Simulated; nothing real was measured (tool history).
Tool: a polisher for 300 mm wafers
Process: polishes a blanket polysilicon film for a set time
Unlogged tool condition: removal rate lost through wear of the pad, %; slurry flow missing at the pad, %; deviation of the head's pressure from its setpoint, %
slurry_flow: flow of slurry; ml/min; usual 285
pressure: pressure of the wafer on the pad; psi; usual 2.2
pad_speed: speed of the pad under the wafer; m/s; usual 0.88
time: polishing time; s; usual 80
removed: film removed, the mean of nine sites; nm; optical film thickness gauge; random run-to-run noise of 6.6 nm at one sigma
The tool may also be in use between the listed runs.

| run | day | slurry_flow | pressure | pad_speed | time | wafers since the last listed run | wafers polished on this pad | hours since the slurry nozzle was cleaned | hours since the head pressure was calibrated | incoming thickness of the incoming film, nm | removed |
|---|---|---|---|---|---|---|---|---|---|---|---|
| 1 | 0.000 | 335 | 2.2 | 0.88 | 80 | 0 | 3665 | 151.8 | 580.9 | 2141.7 | 508.0 |
| 2 | 3.488 | 335 | 2.2 | 0.88 | 80 | 995 | 4661 | 235.5 | 664.6 | 2126.7 | 517.9 |
| 3 | 15.404 | 285 | 2.2 | 0.88 | 80 | 3402 | 8063 | 521.5 | 950.6 | 2134.3 | 499.6 |
|  | 16.904 | head pressure recalibrated |
|  | 17.446 | worn pad replaced by a new one |
|  | 19.888 | slurry nozzle cleaned |
| 4 | 23.725 | 285 | 2.2 | 0.88 | 80 | 2292 | 1780 | 92.1 | 163.7 | 2111.6 | 471.8 |
| 5 | 25.650 | 285 | 2.2 | 0.88 | 80 | 549 | 2330 | 138.3 | 209.9 | 2114.2 | 469.9 |
| 6 | 27.625 | 230 | 2.2 | 1.06 | 80 | 563 | 2894 | 185.7 | 257.3 | 2167.1 | 534.7 |
| 7 | 30.454 | 230 | 2.2 | 1.06 | 80 | 807 | 3701 | 253.6 | 325.2 | 2133.8 | 507.8 |
| 8 | 32.296 | 285 | 2.2 | 0.88 | 80 | 525 | 4227 | 297.8 | 369.4 | 2162.9 | 467.0 |
| 9 | 36.321 | 285 | 2.2 | 0.88 | 80 | 1149 | 5376 | 394.4 | 466.0 | 2114.3 | 462.4 |
|  | 39.612 | slurry nozzle cleaned, repeated, since the last time left the tool worse |
| 10 | 39.671 | 285 | 2.2 | 0.88 | 80 | 944 | 6321 | 1.4 | 546.4 | 2123.8 | 519.5 |
|  | 41.825 | worn pad replaced by a new one |
| 11 | 42.700 | 335 | 2.2 | 0.88 | 96 | 817 | 249 | 74.1 | 619.1 | 2148.4 | 618.7 |
| 12 | 46.533 | 355 | 2.2 | 0.88 | 80 | 1094 | 1343 | 166.1 | 711.1 | 2128.0 | 522.1 |
| 13 | 49.746 | 355 | 2.2 | 0.88 | 80 | 917 | 2261 | 243.2 | 788.2 | 2125.7 | 516.5 |
| 14 | 52.550 | 355 | 2.2 | 0.88 | 80 | 800 | 3061 | 310.5 | 855.5 | 2141.4 | 519.5 |
| 15 | 55.792 | 240 | 2.5 | 0.88 | 80 | 925 | 3987 | 388.3 | 933.3 | 2133.2 | 546.0 |
| 16 | 59.808 | 240 | 2.5 | 0.88 | 80 | 1146 | 5133 | 484.7 | 1029.7 | 2138.2 | 551.1 |
|  | 60.842 | head pressure recalibrated |
|  | 62.438 | slurry nozzle cleaned |
| 17 | 63.679 | 240 | 2.5 | 0.88 | 80 | 1069 | 6203 | 29.8 | 68.1 | 2162.1 | 563.9 |
|  | 65.192 | worn pad replaced by a new one |
| 18 | 65.679 | 285 | 2.6 | 1.14 | 63 | 523 | 139 | 77.8 | 116.1 | 2182.2 | 582.5 |
| 19 | 76.183 | 285 | 2.2 | 0.88 | 80 | 2998 | 3138 | 329.9 | 368.2 | 2118.6 | 499.6 |
| 20 | 78.567 | 285 | 2.2 | 0.88 | 53 | 680 | 3818 | 387.1 | 425.4 | 2133.9 | 331.2 |
| 21 | 82.467 | 285 | 1.7 | 0.88 | 80 | 1113 | 4931 | 480.7 | 519.0 | 2125.9 | 399.4 |
| 22 | 85.404 | 285 | 2.4 | 1.08 | 80 | 838 | 5770 | 551.2 | 589.5 | 2150.7 | 657.4 |
| 23 | 88.771 | 205 | 2.2 | 0.88 | 80 | 961 | 6731 | 632.0 | 670.3 | 2152.0 | 479.3 |
| 24 | 91.825 | 285 | 2.2 | 0.88 | 80 | 871 | 7603 | 705.3 | 743.6 | 2182.4 | 492.8 |
|  | 92.446 | slurry nozzle cleaned |
|  | 94.512 | worn pad replaced by a new one |
| 25 | 94.533 | 285 | 2.2 | 0.58 | 71 | 713 | 6 | 50.1 | 808.6 | 2114.9 | 322.1 |
| 26 | 97.488 | 285 | 2.2 | 0.88 | 53 | 843 | 849 | 121.0 | 879.5 | 2121.3 | 331.6 |
|  | 98.096 | head pressure recalibrated |
| 27 | 101.888 | 285 | 2.2 | 0.88 | 80 | 1232 | 2082 | 226.6 | 91.0 | 2117.6 | 494.4 |
| 28 | 105.062 | 285 | 2.2 | 0.88 | 80 | 906 | 2988 | 302.8 | 167.2 | 2135.1 | 498.1 |
| 29 | 117.879 | 220 | 1.6 | 0.68 | 54 | 3659 | 6647 | 610.4 | 474.8 | 2132.1 | 195.3 |
| 30 | 120.308 | 285 | 1.4 | 0.88 | 80 | 693 | 7341 | 668.7 | 533.1 | 2138.9 | 314.1 |
|  | 120.496 | worn pad replaced by a new one |
|  | 121.212 | slurry nozzle cleaned |
| 31 | 122.738 | 205 | 2.2 | 0.88 | 80 | 634 | 627 | 36.6 | 591.4 | 2155.6 | 490.6 |
| 32 | 124.892 | 370 | 2.2 | 0.88 | 80 | 615 | 1242 | 88.3 | 643.1 | 2112.2 | 526.5 |
| 33 | 128.442 | 285 | 2.2 | 0.88 | 63 | 1013 | 2256 | 173.5 | 728.3 | 2108.2 | 402.8 |
| 34 | 130.496 | 225 | 2.2 | 1.00 | 53 | 586 | 2842 | 222.8 | 777.6 | 2169.6 | 368.7 |
| 35 | 132.133 | 285 | 2.2 | 0.88 | 80 | 467 | 3310 | 262.1 | 816.9 | 2113.9 | 501.1 |

Each row is a separate what-if for the run after 35, all from the same tool condition, not one after another. Results?
| A | 132.154 | 285 | 2.2 | 0.88 | 80 | 5 | 3316 | 262.6 | 817.4 | 2147.6 | ? |
| B | 132.154 | 220 | 2.5 | 0.88 | 80 | 5 | 3316 | 262.6 | 817.4 | 2147.6 | ? |
| C | 132.154 | 285 | 1.9 | 0.88 | 80 | 5 | 3316 | 262.6 | 817.4 | 2147.6 | ? |
| D | 132.154 | 195 | 2.2 | 0.88 | 97 | 5 | 3316 | 262.6 | 817.4 | 2147.6 | ? |

| run | removed |
|---|---|
| A | 496.3 |
| B | 541.1 |
| C | 430.9 |
| D | 567.2 |
Without the tool's unlogged condition, the same runs would have read:
| run | removed |
|---|---|
| A | 506.3 |
| B | 555.5 |
| C | 439.5 |
| D | 584.3 |
